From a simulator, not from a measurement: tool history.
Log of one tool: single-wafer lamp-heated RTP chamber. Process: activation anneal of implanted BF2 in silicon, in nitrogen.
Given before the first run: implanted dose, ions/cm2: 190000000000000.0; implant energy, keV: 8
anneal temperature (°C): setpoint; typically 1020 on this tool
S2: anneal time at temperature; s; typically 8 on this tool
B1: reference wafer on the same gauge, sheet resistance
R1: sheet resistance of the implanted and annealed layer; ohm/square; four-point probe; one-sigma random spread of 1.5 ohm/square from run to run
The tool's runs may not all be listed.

{"run": 1, "hour": 0.0, "anneal temperature (°C)": 1001, "S2": 8, "B1": 626.16, "R1": 625.64}
{"run": 2, "hour": 32.1, "anneal temperature (°C)": 1001, "S2": 8, "B1": 625.18, "R1": 626.25}
{"run": 3, "hour": 47.9, "anneal temperature (°C)": 1020, "S2": 8, "B1": 625.06, "R1": 614.56}
{"run": 4, "hour": 77.4, "anneal temperature (°C)": 1020, "S2": 8, "B1": 625.61, "R1": 614.82}
{"run": 5, "hour": 91.9, "anneal temperature (°C)": 1020, "S2": 8, "B1": 624.92, "R1": 613.32}
{"run": 6, "hour": 108.8, "anneal temperature (°C)": 1020, "S2": 10, "B1": 624.97, "R1": 609.03}
{"run": 7, "hour": 121.5, "anneal temperature (°C)": 1020, "S2": 8, "B1": 624.71, "R1": 612.45}
{"run": 8, "hour": 140.7, "anneal temperature (°C)": 1020, "S2": 8, "B1": 624.29, "R1": 614.81}
{"run": 9, "hour": 173.6, "anneal temperature (°C)": 1020, "S2": 8, "B1": 624.69, "R1": 614.2}
{"run": 10, "hour": 203.5, "anneal temperature (°C)": 1020, "S2": 8, "B1": 624.93, "R1": 613.56}
{"run": 11, "hour": 238.4, "anneal temperature (°C)": 1020, "S2": 6, "B1": 625.03, "R1": 616.16}
{"run": 12, "hour": 266.9, "anneal temperature (°C)": 1020, "S2": 6, "B1": 625.31, "R1": 612.63}
{"run": 13, "hour": 299.3, "anneal temperature (°C)": 1020, "S2": 6, "B1": 624.74, "R1": 612.53}
{"run": 14, "hour": 329.2, "anneal temperature (°C)": 1020, "S2": 8, "B1": 625.16, "R1": 605.54}
{"run": 15, "hour": 365.2, "anneal temperature (°C)": 1020, "S2": 8, "B1": 624.94, "R1": 608.7}
{"run": 16, "hour": 385.6, "anneal temperature (°C)": 1041, "S2": 13, "B1": 624.74, "R1": 585.26}
{"run": 17, "hour": 419.8, "anneal temperature (°C)": 1041, "S2": 9, "B1": 625.4, "R1": 595.2}
{"run": 18, "hour": 447.9, "anneal temperature (°C)": 1020, "S2": 8, "B1": 624.65, "R1": 605.62}
{"run": 19, "hour": 460.4, "anneal temperature (°C)": 1020, "S2": 8, "B1": 625.27, "R1": 606.15}
{"run": 20, "hour": 474.3, "anneal temperature (°C)": 1020, "S2": 8, "B1": 624.71, "R1": 603.35}
{"run": 21, "hour": 508.8, "anneal temperature (°C)": 1020, "S2": 8, "B1": 624.56, "R1": 616.93}
{"run": 22, "hour": 526.9, "anneal temperature (°C)": 1020, "S2": 8, "B1": 625.07, "R1": 612.54}
{"run": 23, "hour": 549.4, "anneal temperature (°C)": 1020, "S2": 8, "B1": 625.18, "R1": 613.3}
{"run": 24, "hour": 651.4, "anneal temperature (°C)": 1008, "S2": 6, "B1": 624.74, "R1": 622.5}
{"run": 25, "hour": 666.9, "anneal temperature (°C)": 995, "S2": 12, "B1": 625.3, "R1": 621.9}
{"run": 26, "hour": 687.8, "anneal temperature (°C)": 991, "S2": 5, "B1": 625.26, "R1": 636.32}
{"run": 27, "hour": 715.8, "anneal temperature (°C)": 1020, "S2": 5, "B1": 624.86, "R1": 618.1}
{"run": 28, "hour": 745.3, "anneal temperature (°C)": 1003, "S2": 12, "B1": 624.78, "R1": 618.83}
{"run": 29, "hour": 766.6, "anneal temperature (°C)": 1020, "S2": 11, "B1": 625.52, "R1": 609.63}
{"run": 30, "hour": 784.3, "anneal temperature (°C)": 1044, "S2": 6, "B1": 624.94, "R1": 606.42}
{"run": 31, "hour": 800.6, "anneal temperature (°C)": 1020, "S2": 8, "B1": 625.41, "R1": 613.75}
{"run": 32, "hour": 836.0, "anneal temperature (°C)": 1005, "S2": 8, "B1": 625.04, "R1": 624.53}
{"run": 33, "hour": 866.4, "anneal temperature (°C)": 1002, "S2": 8, "B1": 624.41, "R1": 623.17}
{"run": 34, "hour": 969.8, "anneal temperature (°C)": 995, "S2": 12, "B1": 624.47, "R1": 620.54}
{"run": 35, "hour": 1014.7, "anneal temperature (°C)": 999, "S2": 13, "B1": 625.47, "R1": 622.54}
{"run": 36, "hour": 1045.2, "anneal temperature (°C)": 1020, "S2": 8, "B1": 624.98, "R1": 615.47}

Between the runs listed above, the log contained 9 entries, not reproduced here. Where in the sequence does each belong, and how does what the log doesn't record of the tool's condition differ from the listed run before to the listed run after?
Logged between run 3 and run 4: reflector plate cleaned (hour 76.9)
  true wafer temperature minus pyrometer reading, K: 0.964 -> 1.33
  measured result minus the result with no hidden state, R1: -0.65 -> -0.88 ohm/square
Logged between run 11 and run 12: pyrometer window cleaned and pyrometer calibrated (hour 262.8)
  true wafer temperature minus pyrometer reading, K: 6.01 -> 11.3
  measured result minus the result with no hidden state, R1: -3.59 -> -6.63 ohm/square
Logged between run 14 and run 15: gauge calibrated (hour 336)
  true wafer temperature minus pyrometer reading, K: 11.7 -> 12.2
  measured result minus the result with no hidden state, R1: -7.47 -> -7.84 ohm/square
Logged between run 15 and run 16: reflector plate cleaned (hour 384.7)
  true wafer temperature minus pyrometer reading, K: 12.2 -> 12.6
  measured result minus the result with no hidden state, R1: -7.84 -> -5.89 ohm/square
Logged between run 20 and run 21: pyrometer window cleaned and pyrometer calibrated, repeated, since the last time left the tool worse (hour 484.1)
  true wafer temperature minus pyrometer reading, K: 15.2 -> 1.54
  measured result minus the result with no hidden state, R1: -9.58 -> -1.02 ohm/square
Logged between run 25 and run 26: reflector plate cleaned (hour 683.5)
  true wafer temperature minus pyrometer reading, K: 4.42 -> 5.14
  measured result minus the result with no hidden state, R1: -3.41 -> -3.44 ohm/square
Logged between run 27 and run 28: pyrometer window cleaned and pyrometer calibrated (hour 744.8)
  true wafer temperature minus pyrometer reading, K: 6.21 -> 1.07
  measured result minus the result with no hidden state, R1: -3.45 -> -0.83 ohm/square
Logged between run 33 and run 34: reflector plate cleaned (hour 922.9)
  true wafer temperature minus pyrometer reading, K: 2.37 -> 5.53
  measured result minus the result with no hidden state, R1: -1.66 -> -4.26 ohm/square
Logged between run 34 and run 35: pyrometer window cleaned and pyrometer calibrated (hour 1014.2)
  true wafer temperature minus pyrometer reading, K: 5.53 -> 0.0731
  measured result minus the result with no hidden state, R1: -4.26 -> -0.06 ohm/square
